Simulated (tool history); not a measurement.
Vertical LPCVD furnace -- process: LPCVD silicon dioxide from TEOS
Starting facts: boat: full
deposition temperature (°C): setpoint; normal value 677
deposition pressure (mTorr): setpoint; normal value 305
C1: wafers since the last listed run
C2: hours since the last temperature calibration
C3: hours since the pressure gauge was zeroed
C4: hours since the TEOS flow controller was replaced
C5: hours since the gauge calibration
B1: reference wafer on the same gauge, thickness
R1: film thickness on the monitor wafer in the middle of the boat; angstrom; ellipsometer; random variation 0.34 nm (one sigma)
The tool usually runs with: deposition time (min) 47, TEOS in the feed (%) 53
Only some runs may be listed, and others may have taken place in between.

Run 1, hour 0.0: usual settings; C1 0; C2 3695.6; C3 2156.3; C4 3043.7; C5 807.6; B1 175.96. Result: R1 1744.0 angstrom.
Run 2, hour 48.7: usual settings; C1 529; C2 3744.3; C3 2205.0; C4 3092.4; C5 856.3; B1 176.05. Result: R1 1737.9 angstrom.
Run 3, hour 117.1: usual settings; C1 744; C2 3812.7; C3 2273.4; C4 3160.8; C5 924.7; B1 176.03. Result: R1 1747.4 angstrom.
Run 4, hour 196.9: usual settings; C1 868; C2 3892.5; C3 2353.2; C4 3240.6; C5 1004.5; B1 176.05. Result: R1 1738.9 angstrom.
Run 5, hour 271.6: usual settings; C1 812; C2 3967.2; C3 2427.9; C4 3315.3; C5 1079.2; B1 176.03. Result: R1 1748.4 angstrom.
At hour 347.8: gauge calibrated.
At hour 388.9: thermocouples replaced and temperature profile calibrated.
Run 6, hour 389.4: usual settings but deposition temperature (°C) 685, TEOS in the feed (%) 45; C1 1020; C2 0.5; C3 2545.7; C4 3433.1; C5 41.6; B1 175.96. Result: R1 1807.0 angstrom.
Run 7, hour 424.2: usual settings but deposition temperature (°C) 685, TEOS in the feed (%) 45; C1 378; C2 35.3; C3 2580.5; C4 3467.9; C5 76.4; B1 175.96. Result: R1 1812.0 angstrom.
At hour 463.2: TEOS flow controller replaced.
Run 8, hour 478.4: usual settings but deposition time (min) 37, TEOS in the feed (%) 61; C1 328; C2 89.5; C3 2634.7; C4 15.2; C5 130.6; B1 175.96. Result: R1 1367.1 angstrom.
Run 9, hour 527.3: usual settings but deposition time (min) 37, TEOS in the feed (%) 61; C1 531; C2 138.4; C3 2683.6; C4 64.1; C5 179.5; B1 176.05. Result: R1 1364.4 angstrom.
Run 10, hour 577.3: usual settings but deposition pressure (mTorr) 350, TEOS in the feed (%) 49; C1 543; C2 188.4; C3 2733.6; C4 114.1; C5 229.5; B1 176.04. Result: R1 1672.9 angstrom.
At hour 624.8: pressure gauge zeroed.
Run 11, hour 640.8: usual settings but deposition temperature (°C) 684, deposition time (min) 42, TEOS in the feed (%) 60; C1 429; C2 251.9; C3 16.0; C4 177.6; C5 293.0; B1 175.96. Result: R1 1869.0 angstrom.
Run 12, hour 698.3: usual settings but deposition temperature (°C) 684, deposition time (min) 42, TEOS in the feed (%) 60; C1 625; C2 309.4; C3 73.5; C4 235.1; C5 350.5; B1 176.02. Result: R1 1871.2 angstrom.
Run 13, hour 772.1: usual settings but deposition temperature (°C) 671; C1 802; C2 383.2; C3 147.3; C4 308.9; C5 424.3; B1 175.99. Result: R1 1430.9 angstrom.
Run 14, hour 812.5: usual settings but deposition temperature (°C) 667, deposition pressure (mTorr) 235, deposition time (min) 57; C1 439; C2 423.6; C3 187.7; C4 349.3; C5 464.7; B1 175.98. Result: R1 1374.8 angstrom.
Run 15, hour 881.1: usual settings but deposition pressure (mTorr) 245, TEOS in the feed (%) 59; C1 746; C2 492.2; C3 256.3; C4 417.9; C5 533.3; B1 176.05. Result: R1 1570.5 angstrom.
Run 16, hour 941.8: usual settings but deposition temperature (°C) 670, deposition pressure (mTorr) 285, deposition time (min) 33, TEOS in the feed (%) 62; C1 660; C2 552.9; C3 317.0; C4 478.6; C5 594.0; B1 175.97. Result: R1 1024.5 angstrom.
Run 17, hour 1004.8: usual settings but deposition temperature (°C) 673, TEOS in the feed (%) 61; C1 685; C2 615.9; C3 380.0; C4 541.6; C5 657.0; B1 175.99. Result: R1 1606.9 angstrom.
Run 18, hour 1090.9: usual settings but deposition temperature (°C) 685, TEOS in the feed (%) 44; C1 936; C2 702.0; C3 466.1; C4 627.7; C5 743.1; B1 176.06. Result: R1 1833.8 angstrom.

Alternative continuations, all from the tool just after run 18; predict every row:
Run A, hour 1095.3: usual settings; C1 47; C2 706.4; C3 470.5; C4 632.1; C5 747.5; B1 ?. Result: R1 ?.
Run B, hour 1095.3: usual settings but deposition temperature (°C) 667, deposition pressure (mTorr) 275, deposition time (min) 41, TEOS in the feed (%) 58; C1 47; C2 706.4; C3 470.5; C4 632.1; C5 747.5; B1 ?. Result: R1 ?.
Run C, hour 1095.3: usual settings but deposition temperature (°C) 665, TEOS in the feed (%) 56; C1 47; C2 706.4; C3 470.5; C4 632.1; C5 747.5; B1 ?. Result: R1 ?.
Run D, hour 1095.3: usual settings but deposition temperature (°C) 680, deposition pressure (mTorr) 340, TEOS in the feed (%) 58; C1 47; C2 706.4; C3 470.5; C4 632.1; C5 747.5; B1 ?. Result: R1 ?.
Run E, hour 1095.3: usual settings but deposition temperature (°C) 683, deposition pressure (mTorr) 275; C1 47; C2 706.4; C3 470.5; C4 632.1; C5 747.5; B1 ?. Result: R1 ?.

run      B1      R1
  A  176.07  1657.8
  B  176.07  1121.7
  C  176.07  1266.8
  D  176.07  1971.1
  E  176.07  1819.2
The same runs, with their run-to-run variation unchanged, on a tool lacking any hidden condition would have given:
run      R1
  A  1659.8
  B  1123.7
  C  1268.1
  D  1972.0
  E  1822.9
